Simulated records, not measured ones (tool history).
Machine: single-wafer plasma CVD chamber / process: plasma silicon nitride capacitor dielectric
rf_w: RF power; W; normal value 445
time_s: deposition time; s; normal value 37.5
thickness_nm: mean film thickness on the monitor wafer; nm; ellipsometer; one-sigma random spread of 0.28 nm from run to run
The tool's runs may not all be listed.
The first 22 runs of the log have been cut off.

| run | hour | rf_w | time_s | wafers since the last listed run | hours since the last RF generator calibration | hours since the showerhead was replaced | hours since the gauge calibration | read-back reference wafer on the same gauge, thickness_nm | thickness_nm |
|---|---|---|---|---|---|---|---|---|---|
| 23 | 282.9 | 410 | 42.1 | 793 | 1477.1 | 2653.2 | 237.3 | 44.703 | 57.289 |
| 24 | 297.5 | 445 | 37.5 | 480 | 1491.7 | 2667.8 | 251.9 | 44.744 | 52.098 |
| 25 | 313.6 | 400 | 32.9 | 529 | 1507.8 | 2683.9 | 268 | 44.656 | 45.067 |
| 26 | 328.2 | 445 | 37.5 | 480 | 1522.4 | 2698.5 | 282.6 | 44.643 | 51.984 |
| 27 | 337.6 | 515 | 37.5 | 309 | 1531.8 | 2707.9 | 292 | 44.668 | 52.776 |
|  | 346.2 | RF generator calibrated |
| 28 | 346.8 | 365 | 37.5 | 39 | 0.6 | 2717.1 | 301.2 | 44.625 | 50.627 |
| 29 | 356.5 | 445 | 37.5 | 319 | 10.3 | 2726.8 | 310.9 | 44.631 | 51.855 |
|  | 404.7 | showerhead replaced |
| 30 | 405.2 | 445 | 37.5 | 1339 | 59 | 0.5 | 359.6 | 44.81 | 52.496 |
| 31 | 420.1 | 395 | 31.5 | 490 | 73.9 | 15.4 | 374.5 | 44.736 | 42.891 |
| 32 | 435.6 | 415 | 34.9 | 510 | 89.4 | 30.9 | 390 | 44.728 | 47.182 |
| 33 | 450.7 | 390 | 35 | 497 | 104.5 | 46 | 405.1 | 44.691 | 47.406 |
| 34 | 464.7 | 405 | 44.9 | 460 | 118.5 | 60 | 419.1 | 44.671 | 60.682 |
| 35 | 475.1 | 360 | 41.8 | 342 | 128.9 | 70.4 | 429.5 | 44.697 | 56.107 |
| 36 | 488.8 | 445 | 37.5 | 450 | 142.6 | 84.1 | 443.2 | 44.59 | 51.987 |
|  | 502.4 | gauge calibrated |
| 37 | 527.9 | 445 | 30.8 | 1287 | 181.7 | 123.2 | 25.5 | 44.729 | 42.818 |
| 38 | 540.8 | 515 | 43.3 | 424 | 194.6 | 136.1 | 38.4 | 44.667 | 61.542 |
| 39 | 547 | 410 | 32.6 | 204 | 200.8 | 142.3 | 44.6 | 44.677 | 44.577 |
| 40 | 560.8 | 415 | 37.5 | 454 | 214.6 | 156.1 | 58.4 | 44.669 | 51.786 |
| 41 | 614.4 | 445 | 37.5 | 1764 | 268.2 | 209.7 | 112 | 44.762 | 52.05 |
| 42 | 623.6 | 445 | 37.5 | 302 | 277.4 | 218.9 | 121.2 | 44.614 | 51.956 |
| 43 | 632.6 | 445 | 37.5 | 296 | 286.4 | 227.9 | 130.2 | 44.748 | 52.315 |
| 44 | 641.4 | 365 | 32.1 | 289 | 295.2 | 236.7 | 139 | 44.769 | 42.876 |

Branching from run 44: 4 alternative next runs. What would each branch give?
| A | 641.8 | 445 | 37.5 | 13 | 295.6 | 237.1 | 139.4 | ? | ? |
| B | 641.8 | 390 | 33.9 | 13 | 295.6 | 237.1 | 139.4 | ? | ? |
| C | 641.8 | 495 | 30.8 | 13 | 295.6 | 237.1 | 139.4 | ? | ? |
| D | 641.8 | 385 | 41.5 | 13 | 295.6 | 237.1 | 139.4 | ? | ? |

| run | read-back reference wafer on the same gauge, thickness_nm | thickness_nm |
|---|---|---|
| A | 44.735 | 51.632 |
| B | 44.735 | 45.79 |
| C | 44.735 | 43.108 |
| D | 44.735 | 55.955 |
Without the tool's hidden state the same runs would have given:
| run | thickness_nm |
|---|---|
| A | 51.632 |
| B | 45.79 |
| C | 43.108 |
| D | 55.955 |
